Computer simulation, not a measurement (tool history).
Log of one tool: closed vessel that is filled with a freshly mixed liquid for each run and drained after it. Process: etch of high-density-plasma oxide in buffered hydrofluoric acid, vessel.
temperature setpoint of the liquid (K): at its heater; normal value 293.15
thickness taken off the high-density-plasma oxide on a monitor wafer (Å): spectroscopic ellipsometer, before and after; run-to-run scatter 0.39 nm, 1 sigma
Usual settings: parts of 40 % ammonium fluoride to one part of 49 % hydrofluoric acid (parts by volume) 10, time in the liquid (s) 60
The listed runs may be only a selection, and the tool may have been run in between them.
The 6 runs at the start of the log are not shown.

run,hour,temperature setpoint of the liquid (K),parts of 40 % ammonium fluoride to one part of 49 % hydrofluoric acid (parts by volume),time in the liquid (s),wafers since the last listed run,hours since the thermometer was replaced,hours since the hydrofluoric acid flow meter was replaced,hours since the gauge calibration,"read-back film thickness of the high-density-plasma oxide reference wafer, read on the same gauge (nm)",thickness taken off the high-density-plasma oxide on a monitor wafer (Å)
7,360.9,293.15,10,60,3609,430.3,471,69.5,90,1062.5
8,401.4,293.15,10,60,4905,470.8,511.5,110,90.03,1060.6
9,449.1,293.15,10,60,5777,518.5,559.2,157.7,90,1058.4
10,475.7,293.15,10,60,3221,545.1,585.8,184.3,90.01,1060.8
# hour 535.7: hydrofluoric acid flow meter replaced
11,537.5,293.15,11,85,7364,606.9,1.8,246.1,90,1365.1
12,577.4,293.15,10,60,4832,646.8,41.7,286,90.02,1067.2
13,630.2,293.15,10,60,6395,699.6,94.5,338.8,90.01,1066.9
14,678.4,297.65,14,30,5838,747.8,142.7,387,89.99,489.2
15,717.8,293.15,10,60,4772,787.2,182.1,426.4,89.99,1061.3

Expected results for the next run?
16,890.8,290.15,10,85,20953,960.2,355.1,599.4,?,?

{"run 16": {"read-back film thickness of the high-density-plasma oxide reference wafer, read on the same gauge (nm)": 90, "thickness taken off the high-density-plasma oxide on a monitor wafer (Å)": 1272.3}}
If the tool had no hidden condition, the same run with the same run-to-run variation would have returned thickness taken off the high-density-plasma oxide on a monitor wafer (Å) 1272.3.
